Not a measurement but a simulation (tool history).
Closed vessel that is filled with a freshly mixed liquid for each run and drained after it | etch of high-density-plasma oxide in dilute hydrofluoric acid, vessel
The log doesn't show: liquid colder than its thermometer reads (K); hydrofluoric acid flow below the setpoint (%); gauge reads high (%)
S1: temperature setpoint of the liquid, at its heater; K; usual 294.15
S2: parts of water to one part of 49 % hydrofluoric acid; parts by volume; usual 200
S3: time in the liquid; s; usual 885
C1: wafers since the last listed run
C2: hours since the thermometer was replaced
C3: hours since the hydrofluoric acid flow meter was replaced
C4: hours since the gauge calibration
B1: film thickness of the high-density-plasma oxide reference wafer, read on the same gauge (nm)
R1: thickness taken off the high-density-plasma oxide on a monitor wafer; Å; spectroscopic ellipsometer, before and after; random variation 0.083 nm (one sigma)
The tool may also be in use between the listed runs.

Run 1, hour 0: usual settings but S1 290.65 K, S3 1110 s; C1 0; C2 2480.5; C3 510; C4 148.9; B1 69.99. Result: R1 168.9 Å.
Run 2, hour 6.5: usual settings but S1 290.65 K, S3 1110 s; C1 323; C2 2487; C3 516.5; C4 155.4; B1 69.99. Result: R1 169.1 Å.
Run 3, hour 22.6: usual settings but S1 290.65 K, S3 1110 s; C1 802; C2 2503.1; C3 532.6; C4 171.5; B1 70. Result: R1 168.4 Å.
Run 4, hour 29.5: usual settings but S3 650 s; C1 343; C2 2510; C3 539.5; C4 178.4; B1 69.99. Result: R1 112.3 Å.
Run 5, hour 45.5: usual settings; C1 797; C2 2526; C3 555.5; C4 194.4; B1 69.99. Result: R1 152.9 Å.
Run 6, hour 58.7: usual settings; C1 657; C2 2539.2; C3 568.7; C4 207.6; B1 69.99. Result: R1 152.7 Å.
Run 7, hour 75.9: usual settings; C1 856; C2 2556.4; C3 585.9; C4 224.8; B1 70. Result: R1 151.7 Å.
Run 8, hour 83.1: usual settings; C1 358; C2 2563.6; C3 593.1; C4 232; B1 70. Result: R1 151.1 Å.
At hour 88.5: thermometer replaced.
Run 9, hour 98: usual settings; C1 692; C2 9.5; C3 608; C4 246.9; B1 70.01. Result: R1 149.7 Å.
Run 10, hour 104.4: usual settings; C1 318; C2 15.9; C3 614.4; C4 253.3; B1 69.99. Result: R1 151.5 Å.
Run 11, hour 112.6: usual settings but S1 297.65 K; C1 408; C2 24.1; C3 622.6; C4 261.5; B1 70. Result: R1 171.6 Å.
Run 12, hour 123.3: usual settings but S2 265 parts by volume; C1 533; C2 34.8; C3 633.3; C4 272.2; B1 70.01. Result: R1 106.5 Å.
Run 13, hour 139.5: usual settings but S2 265 parts by volume; C1 807; C2 51; C3 649.5; C4 288.4; B1 69.99. Result: R1 106 Å.
Run 14, hour 145.7: usual settings but S1 296.65 K, S2 125 parts by volume, S3 615 s; C1 308; C2 57.2; C3 655.7; C4 294.6; B1 69.99. Result: R1 201.1 Å.
Run 15, hour 155.7: usual settings but S1 290.15 K, S2 150 parts by volume, S3 1110 s; C1 498; C2 67.2; C3 665.7; C4 304.6; B1 69.99. Result: R1 226.4 Å.
At hour 170.7: gauge calibrated.
Run 16, hour 172.3: usual settings but S2 270 parts by volume; C1 827; C2 83.8; C3 682.3; C4 1.6; B1 70. Result: R1 102.4 Å.
At hour 177.2: hydrofluoric acid flow meter replaced.
Run 17, hour 186.8: usual settings but S1 291.15 K, S3 565 s; C1 672; C2 98.3; C3 9.6; C4 16.1; B1 69.99. Result: R1 97.3 Å.
Run 18, hour 200.1: usual settings; C1 662; C2 111.6; C3 22.9; C4 29.4; B1 70.01. Result: R1 171.2 Å.
Run 19, hour 210.3: usual settings but S1 292.65 K, S2 110 parts by volume, S3 715 s; C1 508; C2 121.8; C3 33.1; C4 39.6; B1 70. Result: R1 259.8 Å.
Run 20, hour 220.9: usual settings but S1 290.15 K, S2 105 parts by volume, S3 670 s; C1 528; C2 132.4; C3 43.7; C4 50.2; B1 70. Result: R1 229.7 Å.
Run 21, hour 227.6: usual settings but S2 135 parts by volume, S3 1380 s; C1 333; C2 139.1; C3 50.4; C4 56.9; B1 69.99. Result: R1 415.9 Å.
Run 22, hour 235.7: usual settings; C1 403; C2 147.2; C3 58.5; C4 65; B1 70. Result: R1 171 Å.
Run 23, hour 253.4: usual settings but S1 291.15 K, S2 140 parts by volume, S3 1140 s; C1 881; C2 164.9; C3 76.2; C4 82.7; B1 70.01. Result: R1 294.7 Å.
Run 24, hour 266.2: usual settings; C1 637; C2 177.7; C3 89; C4 95.5; B1 70. Result: R1 169.4 Å.
Run 25, hour 280.3: usual settings but S1 292.65 K, S2 230 parts by volume; C1 702; C2 191.8; C3 103.1; C4 109.6; B1 70.02. Result: R1 135 Å.

What the log doesn't show, run by run:
liquid colder than its thermometer reads (K): 0 in every run
gauge reads high (%): 0 in every run
H1: hydrofluoric acid flow below the setpoint (%)
run     H1
  1   8.63
  2   8.73
  3   8.96
  4   9.07
  5    9.3
  6    9.5
  7   9.75
  8   9.85
  9   10.1
 10   10.2
 11   10.3
 12   10.4
 13   10.7
 14   10.8
 15   10.9
 16   11.2
 17  0.313
 18  0.509
 19  0.659
 20  0.815
 21  0.913
 22   1.03
 23   1.29
 24   1.48
 25   1.69
